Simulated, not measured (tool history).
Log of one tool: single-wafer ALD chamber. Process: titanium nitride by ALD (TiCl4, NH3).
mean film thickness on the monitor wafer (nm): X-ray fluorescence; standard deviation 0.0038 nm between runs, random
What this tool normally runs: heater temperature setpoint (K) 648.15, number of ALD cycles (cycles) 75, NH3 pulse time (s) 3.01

run,day,heater temperature setpoint (K),number of ALD cycles (cycles),NH3 pulse time (s),wafers since the last listed run,hours since the last thermocouple change,hours since the showerhead was replaced,hours since the gauge calibration,"read-back reference wafer on the same gauge, thickness_nm",mean film thickness on the monitor wafer (nm)
1,0,653.15,86,3.01,0,1590.9,6126.7,350.9,1.52,1.756
2,0.654,653.15,86,3.01,36,1606.6,6142.4,366.6,1.52,1.75
3,1.867,648.15,75,3.01,67,1635.7,6171.5,395.7,1.521,1.519
4,3.3,648.15,75,3.01,79,1670.1,6205.9,430.1,1.52,1.528
5,4.421,648.15,75,3.01,62,1697,6232.8,457,1.519,1.528
6,5.367,648.15,75,3.01,52,1719.7,6255.5,479.7,1.52,1.525
7,6.408,648.15,75,3.01,57,1744.7,6280.5,504.7,1.52,1.526
8,7.842,659.15,81,3.01,79,1779.1,6314.9,539.1,1.519,1.662
9,8.679,659.15,81,3.01,46,1799.2,6335,559.2,1.521,1.659
10,9.321,648.15,75,3.01,35,1814.6,6350.4,574.6,1.519,1.519
11,9.925,648.15,75,3.01,33,1829.1,6364.9,589.1,1.52,1.521
# day 10.671: gauge calibrated
12,10.767,648.15,75,3.01,46,1849.3,6385.1,2.3,1.52,1.529
13,12.088,648.15,75,2.54,73,1881,6416.8,34,1.521,1.508
# day 12.425: thermocouple changed; heater temperature recalibrated
14,12.758,644.15,85,3.01,18,8,6432.9,50.1,1.52,1.723
15,14.071,644.15,85,3.01,72,39.5,6464.4,81.6,1.521,1.727
16,14.812,659.15,75,2.26,41,57.3,6482.2,99.4,1.52,1.508
17,15.508,648.15,75,2.41,38,74,6498.9,116.1,1.519,1.508
18,16.6,663.15,70,2.09,60,100.2,6525.1,142.3,1.52,1.41
19,17.742,648.15,75,3.01,63,127.6,6552.5,169.7,1.52,1.53
# day 18.675: showerhead replaced
20,18.879,663.15,81,3.49,44,154.9,4.9,197,1.521,1.677
21,19.492,648.15,75,2.54,33,169.6,19.6,211.7,1.52,1.513
22,20.825,658.15,60,2.17,73,201.6,51.6,243.7,1.521,1.2
23,22.308,648.15,71,3.51,82,237.2,87.2,279.3,1.519,1.46
24,23.075,648.15,85,3.97,42,255.6,105.6,297.7,1.519,1.759
25,23.842,638.15,66,3.94,42,274,124,316.1,1.52,1.356
26,24.858,656.15,61,3.01,56,298.4,148.4,340.5,1.52,1.242
27,25.729,648.15,75,2.52,48,319.3,169.3,361.4,1.519,1.514
28,26.983,648.15,75,3.01,69,349.4,199.4,391.5,1.52,1.534
29,28.388,648.15,75,3.01,77,383.1,233.1,425.2,1.519,1.528
30,29.162,641.15,68,1.81,42,401.7,251.7,443.8,1.519,1.31
31,29.767,663.15,81,3.01,33,416.2,266.2,458.3,1.521,1.664
32,30.967,659.15,75,3.6,66,445,295,487.1,1.519,1.55
33,31.508,657.15,75,3.01,30,458,308,500.1,1.52,1.536

Across each entry between runs, compare the hidden state at the last listed run before it with the hidden state at the first listed run after it:
From run 11 to run 12: gauge calibrated (day 10.671)
  no hidden state differs between the two runs
From run 13 to run 14: thermocouple changed; heater temperature recalibrated (day 12.425)
  no hidden state differs between the two runs
From run 19 to run 20: showerhead replaced (day 18.675)
  no hidden state differs between the two runs
